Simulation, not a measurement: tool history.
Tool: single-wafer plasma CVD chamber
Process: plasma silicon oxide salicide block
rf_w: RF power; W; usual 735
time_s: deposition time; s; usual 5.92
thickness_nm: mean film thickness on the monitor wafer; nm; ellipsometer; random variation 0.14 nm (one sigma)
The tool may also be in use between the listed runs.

run	hour	rf_w	time_s	wafers since the last listed run	hours since the last RF generator calibration	hours since the showerhead was replaced	hours since the gauge calibration	read-back reference wafer on the same gauge, thickness_nm	thickness_nm
1	0.0	810	5.41	0	965.1	6376.3	158.5	72.789	62.504
2	22.8	810	5.41	759	987.9	6399.1	181.3	72.825	62.491
3	60.7	810	5.41	1262	1025.8	6437.0	219.2	72.885	62.657
4	155.9	735	5.92	3170	1121.0	6532.2	314.4	73.135	67.077
5	177.1	735	5.92	705	1142.2	6553.4	335.6	73.294	67.182
6	201.1	735	5.92	799	1166.2	6577.4	359.6	73.309	66.946
7	226.3	790	5.92	839	1191.4	6602.6	384.8	73.426	68.632
8	259.9	790	5.92	1118	1225.0	6636.2	418.4	73.653	68.687
9	282.4	790	5.92	749	1247.5	6658.7	440.9	73.730	68.908
# hour 299.7: RF generator calibrated
10	300.1	735	5.92	322	0.4	6676.4	458.6	73.821	67.415
11	325.2	880	6.68	835	25.5	6701.5	483.7	73.927	80.081
12	337.9	880	6.68	422	38.2	6714.2	496.4	74.062	80.146
13	350.8	875	6.43	429	51.1	6727.1	509.3	74.126	77.612
14	386.1	825	4.88	1175	86.4	6762.4	544.6	74.271	57.902
# hour 402.0: showerhead replaced
15	411.7	690	6.76	586	112.0	9.7	570.2	74.354	76.264
# hour 417.8: gauge calibrated
16	437.8	605	6.69	869	138.1	35.8	20.0	72.532	70.686
17	470.7	820	5.37	1095	171.0	68.7	52.9	72.504	61.827
18	503.1	610	5.07	1078	203.4	101.1	85.3	72.525	53.812
19	535.0	655	6.47	1062	235.3	133.0	117.2	72.498	69.954

What the log doesn't show, run by run:
delivered RF power above the setpoint (%): 0 in every run
H1: gauge reads high (%)
run	H1
1	0.384
2	0.443
3	0.557
4	0.939
5	1.04
6	1.17
7	1.31
8	1.51
9	1.66
10	1.78
11	1.95
12	2.05
13	2.15
14	2.43
15	2.64
16	-0.0331
17	-0.015
18	0.0187
19	0.0673
